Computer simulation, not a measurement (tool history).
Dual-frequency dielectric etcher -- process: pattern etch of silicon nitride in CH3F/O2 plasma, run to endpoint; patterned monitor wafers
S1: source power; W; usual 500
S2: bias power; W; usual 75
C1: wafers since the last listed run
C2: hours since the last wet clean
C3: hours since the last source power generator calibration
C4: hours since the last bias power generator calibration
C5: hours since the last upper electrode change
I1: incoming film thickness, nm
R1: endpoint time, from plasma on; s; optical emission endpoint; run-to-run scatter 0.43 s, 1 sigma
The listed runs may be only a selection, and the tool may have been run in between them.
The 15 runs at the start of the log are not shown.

| run | hour | S1 | S2 | C1 | C2 | C3 | C4 | C5 | I1 | R1 |
|---|---|---|---|---|---|---|---|---|---|---|
| 16 | 218.5 | 430 | 93 | 42 | 298.3 | 2666 | 1944.7 | 49 | 63 | 58.7 |
| 17 | 250.7 | 380 | 63 | 154 | 330.5 | 2698.2 | 1976.9 | 81.2 | 63.1 | 69.9 |
| 18 | 257.4 | 430 | 70 | 32 | 337.2 | 2704.9 | 1983.6 | 87.9 | 63.4 | 66 |
| 19 | 274.8 | 500 | 75 | 83 | 354.6 | 2722.3 | 2001 | 105.3 | 62.9 | 60.1 |
| 20 | 283.4 | 570 | 63 | 41 | 363.2 | 2730.9 | 2009.6 | 113.9 | 63.1 | 60.7 |
| 21 | 292 | 500 | 75 | 41 | 371.8 | 2739.5 | 2018.2 | 122.5 | 63.3 | 59.9 |
| 22 | 302.4 | 590 | 92 | 49 | 382.2 | 2749.9 | 2028.6 | 132.9 | 62.4 | 53 |
| 23 | 314.5 | 620 | 68 | 57 | 394.3 | 2762 | 2040.7 | 145 | 62.9 | 57 |
|  | 320.9 | bias power generator calibrated |
| 24 | 330.6 | 470 | 70 | 57 | 410.4 | 2778.1 | 9.7 | 161.1 | 63.1 | 63.4 |
|  | 360.2 | source power generator calibrated |
|  | 361.5 | wet clean of the chamber |
| 25 | 362 | 580 | 83 | 124 | 0.5 | 1.8 | 41.1 | 192.5 | 63.1 | 57 |
| 26 | 362.4 | 450 | 75 | 1 | 0.9 | 2.2 | 41.5 | 192.9 | 63.7 | 64.6 |
| 27 | 364 | 500 | 75 | 7 | 2.5 | 3.8 | 43.1 | 194.5 | 63.4 | 62.2 |
| 28 | 392.4 | 500 | 75 | 135 | 30.9 | 32.2 | 71.5 | 222.9 | 62.9 | 61.6 |
| 29 | 445 | 500 | 93 | 251 | 83.5 | 84.8 | 124.1 | 275.5 | 62.8 | 57.4 |
| 30 | 459.1 | 390 | 80 | 67 | 97.6 | 98.9 | 138.2 | 289.6 | 63 | 64.9 |
| 31 | 472.3 | 400 | 67 | 63 | 110.8 | 112.1 | 151.4 | 302.8 | 62.7 | 68.4 |

Forecast each of these 4 alternatives for the next run:
| A | 472.8 | 500 | 80 | 2 | 111.3 | 112.6 | 151.9 | 303.3 | 63.1 | ? |
| B | 472.8 | 560 | 62 | 2 | 111.3 | 112.6 | 151.9 | 303.3 | 63.1 | ? |
| C | 472.8 | 530 | 75 | 2 | 111.3 | 112.6 | 151.9 | 303.3 | 63.1 | ? |
| D | 472.8 | 400 | 85 | 2 | 111.3 | 112.6 | 151.9 | 303.3 | 63.1 | ? |

| run | R1 |
|---|---|
| A | 59.7 |
| B | 62.2 |
| C | 59.8 |
| D | 63.2 |
The same runs, with their run-to-run variation unchanged, on a tool lacking any hidden condition would have given:
| run | R1 |
|---|---|
| A | 60.5 |
| B | 63 |
| C | 60.5 |
| D | 64 |
